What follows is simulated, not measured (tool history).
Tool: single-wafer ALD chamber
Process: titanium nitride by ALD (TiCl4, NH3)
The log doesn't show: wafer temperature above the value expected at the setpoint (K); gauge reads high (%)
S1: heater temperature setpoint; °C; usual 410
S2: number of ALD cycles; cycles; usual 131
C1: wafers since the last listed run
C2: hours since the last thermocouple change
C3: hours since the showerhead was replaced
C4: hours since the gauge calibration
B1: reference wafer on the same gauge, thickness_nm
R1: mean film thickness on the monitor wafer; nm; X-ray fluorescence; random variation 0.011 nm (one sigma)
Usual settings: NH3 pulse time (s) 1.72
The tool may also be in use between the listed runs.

{"run": 1, "hour": 0.0, "S1": 410, "S2": 131, "NH3 pulse time (s)": 1.72, "C1": 0, "C2": 1239.0, "C3": 3032.6, "C4": 1378.6, "B1": 2.579, "R1": 2.641}
{"run": 2, "hour": 55.2, "S1": 410, "S2": 131, "NH3 pulse time (s)": 1.72, "C1": 74, "C2": 1294.2, "C3": 3087.8, "C4": 1433.8, "B1": 2.579, "R1": 2.64}
{"run": 3, "hour": 98.4, "S1": 410, "S2": 131, "NH3 pulse time (s)": 1.72, "C1": 58, "C2": 1337.4, "C3": 3131.0, "C4": 1477.0, "B1": 2.58, "R1": 2.647}
{"run": 4, "hour": 167.2, "S1": 404, "S2": 131, "NH3 pulse time (s)": 1.72, "C1": 92, "C2": 1406.2, "C3": 3199.8, "C4": 1545.8, "B1": 2.579, "R1": 2.642}
{"run": 5, "hour": 480.7, "S1": 404, "S2": 131, "NH3 pulse time (s)": 1.72, "C1": 422, "C2": 1719.7, "C3": 3513.3, "C4": 1859.3, "B1": 2.582, "R1": 2.633}
{"run": 6, "hour": 554.4, "S1": 398, "S2": 131, "NH3 pulse time (s)": 1.19, "C1": 99, "C2": 1793.4, "C3": 3587.0, "C4": 1933.0, "B1": 2.581, "R1": 2.574}
{"run": 7, "hour": 623.3, "S1": 398, "S2": 131, "NH3 pulse time (s)": 1.19, "C1": 92, "C2": 1862.3, "C3": 3655.9, "C4": 2001.9, "B1": 2.58, "R1": 2.578}
{"run": 8, "hour": 666.1, "S1": 410, "S2": 131, "NH3 pulse time (s)": 2.19, "C1": 57, "C2": 1905.1, "C3": 3698.7, "C4": 2044.7, "B1": 2.579, "R1": 2.65}
{"run": 9, "hour": 751.4, "S1": 410, "S2": 131, "NH3 pulse time (s)": 2.19, "C1": 115, "C2": 1990.4, "C3": 3784.0, "C4": 2130.0, "B1": 2.58, "R1": 2.673}
{"run": 10, "hour": 788.3, "S1": 410, "S2": 131, "NH3 pulse time (s)": 2.19, "C1": 49, "C2": 2027.3, "C3": 3820.9, "C4": 2166.9, "B1": 2.582, "R1": 2.658}
{"run": 11, "hour": 845.9, "S1": 410, "S2": 131, "NH3 pulse time (s)": 1.72, "C1": 77, "C2": 2084.9, "C3": 3878.5, "C4": 2224.5, "B1": 2.582, "R1": 2.623}
{"hour": 960.5, "done": "thermocouple changed; heater temperature recalibrated"}
{"run": 12, "hour": 985.7, "S1": 410, "S2": 131, "NH3 pulse time (s)": 1.72, "C1": 177, "C2": 25.2, "C3": 4018.3, "C4": 2364.3, "B1": 2.578, "R1": 2.627}
{"run": 13, "hour": 1048.3, "S1": 401, "S2": 131, "NH3 pulse time (s)": 1.72, "C1": 84, "C2": 87.8, "C3": 4080.9, "C4": 2426.9, "B1": 2.58, "R1": 2.623}
{"run": 14, "hour": 1134.1, "S1": 401, "S2": 131, "NH3 pulse time (s)": 1.72, "C1": 115, "C2": 173.6, "C3": 4166.7, "C4": 2512.7, "B1": 2.58, "R1": 2.628}
{"run": 15, "hour": 1222.8, "S1": 401, "S2": 131, "NH3 pulse time (s)": 1.72, "C1": 119, "C2": 262.3, "C3": 4255.4, "C4": 2601.4, "B1": 2.579, "R1": 2.642}
{"run": 16, "hour": 1316.4, "S1": 399, "S2": 131, "NH3 pulse time (s)": 1.72, "C1": 126, "C2": 355.9, "C3": 4349.0, "C4": 2695.0, "B1": 2.58, "R1": 2.616}
{"run": 17, "hour": 1382.6, "S1": 399, "S2": 131, "NH3 pulse time (s)": 1.72, "C1": 89, "C2": 422.1, "C3": 4415.2, "C4": 2761.2, "B1": 2.58, "R1": 2.612}
{"run": 18, "hour": 1483.1, "S1": 410, "S2": 131, "NH3 pulse time (s)": 1.52, "C1": 135, "C2": 522.6, "C3": 4515.7, "C4": 2861.7, "B1": 2.577, "R1": 2.625}
{"run": 19, "hour": 1549.0, "S1": 410, "S2": 131, "NH3 pulse time (s)": 1.52, "C1": 88, "C2": 588.5, "C3": 4581.6, "C4": 2927.6, "B1": 2.58, "R1": 2.645}
{"run": 20, "hour": 1649.1, "S1": 410, "S2": 131, "NH3 pulse time (s)": 1.07, "C1": 134, "C2": 688.6, "C3": 4681.7, "C4": 3027.7, "B1": 2.58, "R1": 2.592}
{"hour": 1721.0, "done": "showerhead replaced"}
{"run": 21, "hour": 1871.6, "S1": 403, "S2": 155, "NH3 pulse time (s)": 1.26, "C1": 289, "C2": 911.1, "C3": 150.6, "C4": 3250.2, "B1": 2.581, "R1": 3.085}
{"run": 22, "hour": 1934.9, "S1": 410, "S2": 120, "NH3 pulse time (s)": 1.72, "C1": 85, "C2": 974.4, "C3": 213.9, "C4": 3313.5, "B1": 2.581, "R1": 2.419}
{"run": 23, "hour": 2013.5, "S1": 398, "S2": 131, "NH3 pulse time (s)": 1.72, "C1": 106, "C2": 1053.0, "C3": 292.5, "C4": 3392.1, "B1": 2.583, "R1": 2.621}
{"run": 24, "hour": 2056.5, "S1": 410, "S2": 131, "NH3 pulse time (s)": 1.72, "C1": 57, "C2": 1096.0, "C3": 335.5, "C4": 3435.1, "B1": 2.579, "R1": 2.64}
{"run": 25, "hour": 2109.4, "S1": 402, "S2": 106, "NH3 pulse time (s)": 2.16, "C1": 71, "C2": 1148.9, "C3": 388.4, "C4": 3488.0, "B1": 2.582, "R1": 2.16}
{"run": 26, "hour": 2158.4, "S1": 410, "S2": 119, "NH3 pulse time (s)": 1.72, "C1": 66, "C2": 1197.9, "C3": 437.4, "C4": 3537.0, "B1": 2.581, "R1": 2.402}
{"run": 27, "hour": 2216.7, "S1": 410, "S2": 131, "NH3 pulse time (s)": 1.72, "C1": 78, "C2": 1256.2, "C3": 495.7, "C4": 3595.3, "B1": 2.581, "R1": 2.639}
{"hour": 2271.5, "done": "gauge calibrated"}
{"run": 28, "hour": 2305.1, "S1": 410, "S2": 131, "NH3 pulse time (s)": 1.72, "C1": 119, "C2": 1344.6, "C3": 584.1, "C4": 33.6, "B1": 2.579, "R1": 2.629}
{"run": 29, "hour": 2363.9, "S1": 415, "S2": 154, "NH3 pulse time (s)": 1.33, "C1": 79, "C2": 1403.4, "C3": 642.9, "C4": 92.4, "B1": 2.579, "R1": 3.082}
{"run": 30, "hour": 2414.9, "S1": 410, "S2": 121, "NH3 pulse time (s)": 2.2, "C1": 68, "C2": 1454.4, "C3": 693.9, "C4": 143.4, "B1": 2.58, "R1": 2.449}
{"run": 31, "hour": 2512.5, "S1": 418, "S2": 131, "NH3 pulse time (s)": 1.72, "C1": 131, "C2": 1552.0, "C3": 791.5, "C4": 241.0, "B1": 2.58, "R1": 2.652}
{"run": 32, "hour": 2599.0, "S1": 410, "S2": 131, "NH3 pulse time (s)": 1.28, "C1": 116, "C2": 1638.5, "C3": 878.0, "C4": 327.5, "B1": 2.581, "R1": 2.625}
{"run": 33, "hour": 2670.2, "S1": 410, "S2": 131, "NH3 pulse time (s)": 1.72, "C1": 96, "C2": 1709.7, "C3": 949.2, "C4": 398.7, "B1": 2.581, "R1": 2.669}
{"run": 34, "hour": 2715.2, "S1": 404, "S2": 144, "NH3 pulse time (s)": 1.72, "C1": 60, "C2": 1754.7, "C3": 994.2, "C4": 443.7, "B1": 2.577, "R1": 2.898}
{"run": 35, "hour": 2768.3, "S1": 410, "S2": 131, "NH3 pulse time (s)": 1.72, "C1": 71, "C2": 1807.8, "C3": 1047.3, "C4": 496.8, "B1": 2.578, "R1": 2.662}
{"run": 36, "hour": 2873.0, "S1": 399, "S2": 131, "NH3 pulse time (s)": 1.72, "C1": 141, "C2": 1912.5, "C3": 1152.0, "C4": 601.5, "B1": 2.581, "R1": 2.627}
{"run": 37, "hour": 2932.4, "S1": 410, "S2": 131, "NH3 pulse time (s)": 2.19, "C1": 80, "C2": 1971.9, "C3": 1211.4, "C4": 660.9, "B1": 2.579, "R1": 2.671}
{"run": 38, "hour": 3009.1, "S1": 410, "S2": 131, "NH3 pulse time (s)": 1.05, "C1": 103, "C2": 2048.6, "C3": 1288.1, "C4": 737.6, "B1": 2.58, "R1": 2.598}
{"run": 39, "hour": 3090.1, "S1": 396, "S2": 131, "NH3 pulse time (s)": 2.39, "C1": 109, "C2": 2129.6, "C3": 1369.1, "C4": 818.6, "B1": 2.582, "R1": 2.651}

How the hidden state differs across the entries between the runs, from the last listed run before each to the first after it:
Between runs 11 and 12: thermocouple changed; heater temperature recalibrated (hour 960.5)
  no hidden state differs between the two runs
Between runs 20 and 21: showerhead replaced (hour 1721.0)
  no hidden state differs between the two runs
Between runs 27 and 28: gauge calibrated (hour 2271.5)
  no hidden state differs between the two runs
